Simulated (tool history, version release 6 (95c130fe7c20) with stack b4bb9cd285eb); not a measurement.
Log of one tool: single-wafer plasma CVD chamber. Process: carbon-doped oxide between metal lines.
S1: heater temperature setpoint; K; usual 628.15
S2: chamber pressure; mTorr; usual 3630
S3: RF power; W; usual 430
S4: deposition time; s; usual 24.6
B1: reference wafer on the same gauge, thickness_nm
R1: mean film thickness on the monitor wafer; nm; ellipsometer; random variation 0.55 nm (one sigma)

run,hour,S1,S2,S3,S4,B1,R1
1,0,628.15,3630,430,24.6,110.284,96.682
2,64.2,628.15,3630,430,24.6,110.36,96.815
3,138.3,628.15,3630,430,24.6,110.181,96.524
4,208.5,628.15,3630,430,24.6,110.204,96.245
5,280.6,628.15,3630,430,24.6,110.126,96.545
6,355.9,628.15,3630,430,24.6,110.076,95.28
7,420.4,632.15,3630,385,24.6,110.23,84.944
8,494.3,639.15,4100,430,24.6,110.101,93.835
9,580,628.15,2840,350,24.6,110.206,76.153
10,640.2,628.15,3360,480,24.6,110.281,104.095
11,722.2,628.15,3630,430,24.6,110.332,94.506
12,790.4,628.15,4150,430,22.5,110.26,87.538
13,865.5,635.15,3630,430,26.8,110.117,100.058
14,903.4,628.15,2820,405,24.6,110.063,86.747
# hour 1076: RF generator calibrated
15,1123.5,616.15,3630,430,24.6,110.183,100.692
# hour 1149.8: gauge calibrated
16,1167.7,628.15,3630,430,24.6,110.215,97.408
# hour 1183.3: thermocouple changed; heater temperature recalibrated
17,1217.9,628.15,3300,370,24.6,110.115,83.84
18,1307.7,628.15,3630,430,24.6,110.154,96.877
19,1399,628.15,3100,430,29.5,110.279,114.667
# hour 1409.1: showerhead replaced
20,1437.9,640.15,4520,365,24.6,110.179,80.866
21,1480.8,628.15,4120,475,28.2,110.291,120.425
# hour 1588.8: capacitance manometer re-zeroed and calibrated
22,1756.6,639.15,3630,430,26.3,110.395,98.943
23,1812.3,616.15,3910,430,24.6,110.096,99.207
24,1893.2,617.15,4310,505,20.8,110.066,95.986

Run 25 comes next. What will it give?
25,1975.2,624.15,4300,430,27.9,?,?

Run 25 gave B1 110.274, R1 110.686 nm.
Without the tool's hidden state the same run would have given R1 114.878 nm.
